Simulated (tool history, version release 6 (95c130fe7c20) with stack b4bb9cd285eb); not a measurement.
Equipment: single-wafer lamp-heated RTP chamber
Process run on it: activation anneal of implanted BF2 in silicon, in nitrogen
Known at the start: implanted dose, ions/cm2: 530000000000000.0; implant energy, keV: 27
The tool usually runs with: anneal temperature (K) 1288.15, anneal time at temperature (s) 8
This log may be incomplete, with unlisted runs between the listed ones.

run,hour,anneal temperature (K),anneal time at temperature (s),"read-back reference wafer on the same gauge, sheet resistance",sheet resistance of the implanted and annealed layer (ohm/square)
1,0.0,1288.15,8,245.93,229.75
2,12.9,1288.15,8,246.08,228.61
3,29.9,1288.15,8,245.94,229.69
4,41.6,1276.15,8,246.07,232.57
5,56.6,1288.15,8,246.07,229.27
6,74.3,1288.15,8,245.88,228.35
7,86.2,1288.15,6,245.97,230.21
8,95.5,1288.15,8,245.94,229.60
9,105.6,1288.15,8,246.18,228.87
10,112.2,1288.15,11,245.88,227.84
# hour 125.0: pyrometer window cleaned and pyrometer calibrated
11,129.7,1288.15,11,246.02,226.76
12,139.7,1288.15,11,246.13,226.65
13,147.8,1288.15,8,245.96,228.29
# hour 163.9: reflector plate cleaned
14,165.4,1288.15,8,246.16,227.94
15,179.5,1288.15,8,245.94,227.14
16,193.1,1288.15,8,245.77,226.52
17,199.3,1280.15,9,245.95,227.89
18,209.8,1288.15,8,246.04,227.55
19,216.7,1298.15,9,245.99,224.89
# hour 237.9: pyrometer window cleaned and pyrometer calibrated, repeated, since the last time left the tool worse
20,238.4,1258.15,12,246.06,239.45
21,247.7,1288.15,12,246.14,228.01
22,254.4,1311.15,5,246.18,228.03
23,271.1,1288.15,8,245.91,229.17
# hour 279.8: gauge calibrated
24,315.7,1298.15,9,245.90,226.68
25,330.3,1270.15,4,245.94,238.08
# hour 384.3: pyrometer window cleaned and pyrometer calibrated
26,384.8,1298.15,9,245.80,227.40
27,391.2,1297.15,7,245.91,229.10
28,399.0,1288.15,11,246.05,228.72
29,406.0,1288.15,8,246.11,229.80
30,418.2,1297.15,9,246.00,227.23
# hour 428.8: reflector plate cleaned
31,429.3,1277.15,8,246.02,232.96
32,442.1,1288.15,7,246.25,230.11
33,453.3,1288.15,5,245.96,230.61
34,465.3,1288.15,8,246.08,229.72
35,481.3,1315.15,8,246.11,225.32
36,498.8,1288.15,8,246.10,228.98

5 ways to go on from here, each from the tool as it stands after run 36. What would each give?
A,499.2,1260.15,8,?,?
B,499.2,1311.15,10,?,?
C,499.2,1316.15,8,?,?
D,499.2,1274.15,9,?,?
E,499.2,1301.15,7,?,?

run,"read-back reference wafer on the same gauge, sheet resistance",sheet resistance of the implanted and annealed layer (ohm/square)
A,245.99,238.52
B,245.99,224.54
C,245.99,224.96
D,245.99,232.09
E,245.99,227.23
Take away the tool's hidden state, keep each run's random variation, and the runs would have read:
run,sheet resistance of the implanted and annealed layer (ohm/square)
A,240.88
B,225.07
C,225.40
D,233.52
E,227.85
